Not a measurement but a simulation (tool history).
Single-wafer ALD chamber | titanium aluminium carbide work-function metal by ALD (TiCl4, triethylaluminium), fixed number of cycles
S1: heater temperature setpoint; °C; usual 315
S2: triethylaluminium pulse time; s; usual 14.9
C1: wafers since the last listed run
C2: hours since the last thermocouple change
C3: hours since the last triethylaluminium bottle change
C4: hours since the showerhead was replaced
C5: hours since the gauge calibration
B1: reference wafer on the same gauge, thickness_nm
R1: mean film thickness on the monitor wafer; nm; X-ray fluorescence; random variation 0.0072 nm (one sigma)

| run | hour | S1 | S2 | C1 | C2 | C3 | C4 | C5 | B1 | R1 |
|---|---|---|---|---|---|---|---|---|---|---|
| 1 | 0 | 310 | 14.9 | 0 | 1609.9 | 1520 | 6145.8 | 279.9 | 1.95 | 2.104 |
| 2 | 21.9 | 324 | 14.9 | 252 | 1631.8 | 1541.9 | 6167.7 | 301.8 | 1.95 | 2.246 |
| 3 | 38.8 | 324 | 14.9 | 194 | 1648.7 | 1558.8 | 6184.6 | 318.7 | 1.951 | 2.228 |
| 4 | 67.6 | 324 | 14.9 | 331 | 1677.5 | 1587.6 | 6213.4 | 347.5 | 1.952 | 2.235 |
| 5 | 103.3 | 319 | 14.9 | 411 | 1713.2 | 1623.3 | 6249.1 | 383.2 | 1.949 | 2.157 |
| 6 | 133 | 319 | 14.9 | 342 | 1742.9 | 1653 | 6278.8 | 412.9 | 1.95 | 2.162 |
|  | 167.4 | triethylaluminium bottle replaced |
| 7 | 167.9 | 319 | 14.9 | 309 | 1777.8 | 0.5 | 6313.7 | 447.8 | 1.951 | 2.324 |
|  | 182.2 | showerhead replaced, of another model than before |
| 8 | 182.7 | 315 | 14.9 | 78 | 1792.6 | 15.3 | 0.5 | 462.6 | 1.951 | 2.273 |
|  | 205 | gauge calibrated |
| 9 | 215 | 308 | 14.9 | 372 | 1824.9 | 47.6 | 32.8 | 10 | 1.949 | 2.207 |
| 10 | 242.6 | 315 | 20.3 | 318 | 1852.5 | 75.2 | 60.4 | 37.6 | 1.949 | 2.28 |
| 11 | 256.7 | 307 | 18.24 | 162 | 1866.6 | 89.3 | 74.5 | 51.7 | 1.95 | 2.199 |
| 12 | 280.4 | 310 | 20.12 | 273 | 1890.3 | 113 | 98.2 | 75.4 | 1.949 | 2.234 |
| 13 | 304.5 | 324 | 11.72 | 277 | 1914.4 | 137.1 | 122.3 | 99.5 | 1.95 | 2.342 |
| 14 | 333.8 | 306 | 9.75 | 337 | 1943.7 | 166.4 | 151.6 | 128.8 | 1.95 | 2.128 |
|  | 358.4 | thermocouple changed; heater temperature recalibrated |
| 15 | 368.5 | 324 | 14.9 | 307 | 10.1 | 201.1 | 186.3 | 163.5 | 1.949 | 2.371 |
| 16 | 388.7 | 309 | 14.9 | 232 | 30.3 | 221.3 | 206.5 | 183.7 | 1.949 | 2.221 |
| 17 | 421 | 305 | 10.65 | 372 | 62.6 | 253.6 | 238.8 | 216 | 1.95 | 2.121 |
| 18 | 449.4 | 311 | 12.7 | 327 | 91 | 282 | 267.2 | 244.4 | 1.951 | 2.224 |

Forecast each of these 3 alternatives for the next run:
| A | 449.8 | 315 | 12.68 | 4 | 91.4 | 282.4 | 267.6 | 244.8 | ? | ? |
| B | 449.8 | 315 | 10.84 | 4 | 91.4 | 282.4 | 267.6 | 244.8 | ? | ? |
| C | 449.8 | 303 | 17.96 | 4 | 91.4 | 282.4 | 267.6 | 244.8 | ? | ? |

| run | B1 | R1 |
|---|---|---|
| A | 1.949 | 2.257 |
| B | 1.949 | 2.234 |
| C | 1.949 | 2.16 |
Without the tool's hidden state the same runs would have given:
| run | R1 |
|---|---|
| A | 2.267 |
| B | 2.249 |
| C | 2.163 |

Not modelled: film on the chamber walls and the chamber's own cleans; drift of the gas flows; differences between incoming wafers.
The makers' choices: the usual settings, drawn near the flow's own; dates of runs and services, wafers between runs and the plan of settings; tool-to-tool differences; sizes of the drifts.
